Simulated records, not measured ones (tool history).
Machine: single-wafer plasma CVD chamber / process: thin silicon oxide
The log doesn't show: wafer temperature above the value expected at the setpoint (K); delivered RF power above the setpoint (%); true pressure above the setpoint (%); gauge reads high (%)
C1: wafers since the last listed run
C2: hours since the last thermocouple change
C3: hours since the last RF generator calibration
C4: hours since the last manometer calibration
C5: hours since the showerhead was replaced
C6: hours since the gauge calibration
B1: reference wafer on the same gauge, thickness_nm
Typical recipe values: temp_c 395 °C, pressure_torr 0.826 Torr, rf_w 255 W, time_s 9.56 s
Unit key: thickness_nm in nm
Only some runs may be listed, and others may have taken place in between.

run 1 day=0.000 | temp_c=395 pressure_torr=0.826 rf_w=255 time_s=9.56 | C1=0 C2=1974.2 C3=767.1 C4=692.4 C5=5104.0 C6=696.3 | B1=14.714 | thickness_nm=16.020
run 2 day=1.196 | temp_c=395 pressure_torr=0.695 rf_w=255 time_s=9.56 | C1=795 C2=2002.9 C3=795.8 C4=721.1 C5=5132.7 C6=725.0 | B1=14.703 | thickness_nm=13.814
run 3 day=1.812 | temp_c=395 pressure_torr=0.695 rf_w=255 time_s=9.56 | C1=410 C2=2017.7 C3=810.6 C4=735.9 C5=5147.5 C6=739.8 | B1=14.687 | thickness_nm=13.813
run 4 day=3.075 | temp_c=395 pressure_torr=0.695 rf_w=255 time_s=9.56 | C1=839 C2=2048.0 C3=840.9 C4=766.2 C5=5177.8 C6=770.1 | B1=14.692 | thickness_nm=13.849
run 5 day=4.521 | temp_c=395 pressure_torr=0.826 rf_w=290 time_s=9.56 | C1=961 C2=2082.7 C3=875.6 C4=800.9 C5=5212.5 C6=804.8 | B1=14.698 | thickness_nm=16.644
run 6 day=5.233 | temp_c=387 pressure_torr=0.826 rf_w=255 time_s=9.09 | C1=473 C2=2099.8 C3=892.7 C4=818.0 C5=5229.6 C6=821.9 | B1=14.696 | thickness_nm=15.039
run 7 day=6.221 | temp_c=387 pressure_torr=0.826 rf_w=255 time_s=9.09 | C1=656 C2=2123.5 C3=916.4 C4=841.7 C5=5253.3 C6=845.6 | B1=14.716 | thickness_nm=15.149
run 8 day=7.529 | temp_c=395 pressure_torr=0.826 rf_w=255 time_s=9.56 | C1=870 C2=2154.9 C3=947.8 C4=873.1 C5=5284.7 C6=877.0 | B1=14.706 | thickness_nm=15.878
run 9 day=8.112 | temp_c=386 pressure_torr=0.826 rf_w=255 time_s=8.31 | C1=387 C2=2168.9 C3=961.8 C4=887.1 C5=5298.7 C6=891.0 | B1=14.703 | thickness_nm=13.802
run 10 day=9.288 | temp_c=386 pressure_torr=0.826 rf_w=255 time_s=8.31 | C1=781 C2=2197.1 C3=990.0 C4=915.3 C5=5326.9 C6=919.2 | B1=14.709 | thickness_nm=13.795
run 11 day=10.404 | temp_c=395 pressure_torr=0.826 rf_w=215 time_s=9.56 | C1=742 C2=2223.9 C3=1016.8 C4=942.1 C5=5353.7 C6=946.0 | B1=14.701 | thickness_nm=14.898
run 12 day=11.671 | temp_c=395 pressure_torr=0.650 rf_w=255 time_s=9.56 | C1=842 C2=2254.3 C3=1047.2 C4=972.5 C5=5384.1 C6=976.4 | B1=14.712 | thickness_nm=12.751
run 13 day=13.021 | temp_c=395 pressure_torr=0.826 rf_w=295 time_s=9.56 | C1=897 C2=2286.7 C3=1079.6 C4=1004.9 C5=5416.5 C6=1008.8 | B1=14.685 | thickness_nm=16.395
run 14 day=15.675 | temp_c=395 pressure_torr=0.826 rf_w=255 time_s=9.56 | C1=1765 C2=2350.4 C3=1143.3 C4=1068.6 C5=5480.2 C6=1072.5 | B1=14.700 | thickness_nm=15.486
run 15 day=16.288 | temp_c=395 pressure_torr=0.826 rf_w=255 time_s=9.56 | C1=407 C2=2365.1 C3=1158.0 C4=1083.3 C5=5494.9 C6=1087.2 | B1=14.688 | thickness_nm=15.497
-- day=16.504 gauge calibrated
run 16 day=17.504 | temp_c=395 pressure_torr=0.826 rf_w=255 time_s=9.56 | C1=809 C2=2394.3 C3=1187.2 C4=1112.5 C5=5524.1 C6=24.0 | B1=14.701 | thickness_nm=15.417
-- day=17.933 thermocouple changed; heater temperature recalibrated
-- day=18.546 showerhead replaced
run 17 day=18.950 | temp_c=395 pressure_torr=0.826 rf_w=255 time_s=10.26 | C1=518 C2=24.4 C3=1221.9 C4=1147.2 C5=9.7 C6=58.7 | B1=14.700 | thickness_nm=16.544
-- day=19.367 capacitance manometer re-zeroed and calibrated
run 18 day=20.233 | temp_c=403 pressure_torr=0.916 rf_w=255 time_s=9.56 | C1=631 C2=55.2 C3=1252.7 C4=20.8 C5=40.5 C6=89.5 | B1=14.706 | thickness_nm=17.292
run 19 day=21.188 | temp_c=395 pressure_torr=0.826 rf_w=255 time_s=9.56 | C1=634 C2=78.1 C3=1275.6 C4=43.7 C5=63.4 C6=112.4 | B1=14.701 | thickness_nm=16.028
-- day=21.921 RF generator calibrated
run 20 day=22.338 | temp_c=395 pressure_torr=0.826 rf_w=255 time_s=9.56 | C1=543 C2=105.7 C3=10.0 C4=71.3 C5=91.0 C6=140.0 | B1=14.699 | thickness_nm=16.533
run 21 day=23.812 | temp_c=395 pressure_torr=0.826 rf_w=255 time_s=9.56 | C1=980 C2=141.1 C3=45.4 C4=106.7 C5=126.4 C6=175.4 | B1=14.713 | thickness_nm=16.429
run 22 day=25.088 | temp_c=395 pressure_torr=0.826 rf_w=255 time_s=9.56 | C1=847 C2=171.7 C3=76.0 C4=137.3 C5=157.0 C6=206.0 | B1=14.711 | thickness_nm=16.503
run 23 day=26.108 | temp_c=403 pressure_torr=0.900 rf_w=275 time_s=9.56 | C1=678 C2=196.2 C3=100.5 C4=161.8 C5=181.5 C6=230.5 | B1=14.699 | thickness_nm=17.793
run 24 day=27.308 | temp_c=406 pressure_torr=1.010 rf_w=240 time_s=10.18 | C1=797 C2=225.0 C3=129.3 C4=190.6 C5=210.3 C6=259.3 | B1=14.695 | thickness_nm=19.774
run 25 day=27.971 | temp_c=395 pressure_torr=0.826 rf_w=255 time_s=7.76 | C1=440 C2=240.9 C3=145.2 C4=206.5 C5=226.2 C6=275.2 | B1=14.698 | thickness_nm=13.195
run 26 day=29.112 | temp_c=395 pressure_torr=0.954 rf_w=305 time_s=9.56 | C1=759 C2=268.3 C3=172.6 C4=233.9 C5=253.6 C6=302.6 | B1=14.691 | thickness_nm=19.144
run 27 day=29.879 | temp_c=391 pressure_torr=0.891 rf_w=255 time_s=8.33 | C1=509 C2=286.7 C3=191.0 C4=252.3 C5=272.0 C6=321.0 | B1=14.703 | thickness_nm=15.070

Forecast each of these 5 alternatives for the next run:
run A day=29.896 | temp_c=395 pressure_torr=0.898 rf_w=255 time_s=9.56 | C1=11 C2=287.1 C3=191.4 C4=252.7 C5=272.4 C6=321.4 | B1=? | thickness_nm=?
run B day=29.896 | temp_c=383 pressure_torr=0.946 rf_w=275 time_s=8.91 | C1=11 C2=287.1 C3=191.4 C4=252.7 C5=272.4 C6=321.4 | B1=? | thickness_nm=?
run C day=29.896 | temp_c=403 pressure_torr=0.977 rf_w=255 time_s=9.56 | C1=11 C2=287.1 C3=191.4 C4=252.7 C5=272.4 C6=321.4 | B1=? | thickness_nm=?
run D day=29.896 | temp_c=395 pressure_torr=0.826 rf_w=290 time_s=10.57 | C1=11 C2=287.1 C3=191.4 C4=252.7 C5=272.4 C6=321.4 | B1=? | thickness_nm=?
run E day=29.896 | temp_c=395 pressure_torr=0.652 rf_w=255 time_s=9.56 | C1=11 C2=287.1 C3=191.4 C4=252.7 C5=272.4 C6=321.4 | B1=? | thickness_nm=?

run=A B1=14.699 thickness_nm=17.272
run=B B1=14.699 thickness_nm=17.234
run=C B1=14.699 thickness_nm=18.278
run=D B1=14.699 thickness_nm=18.704
run=E B1=14.699 thickness_nm=13.381
Without the tool's hidden state the same runs would have given:
run=A thickness_nm=17.556
run=B thickness_nm=17.515
run=C thickness_nm=18.578
run=D thickness_nm=19.014
run=E thickness_nm=13.623

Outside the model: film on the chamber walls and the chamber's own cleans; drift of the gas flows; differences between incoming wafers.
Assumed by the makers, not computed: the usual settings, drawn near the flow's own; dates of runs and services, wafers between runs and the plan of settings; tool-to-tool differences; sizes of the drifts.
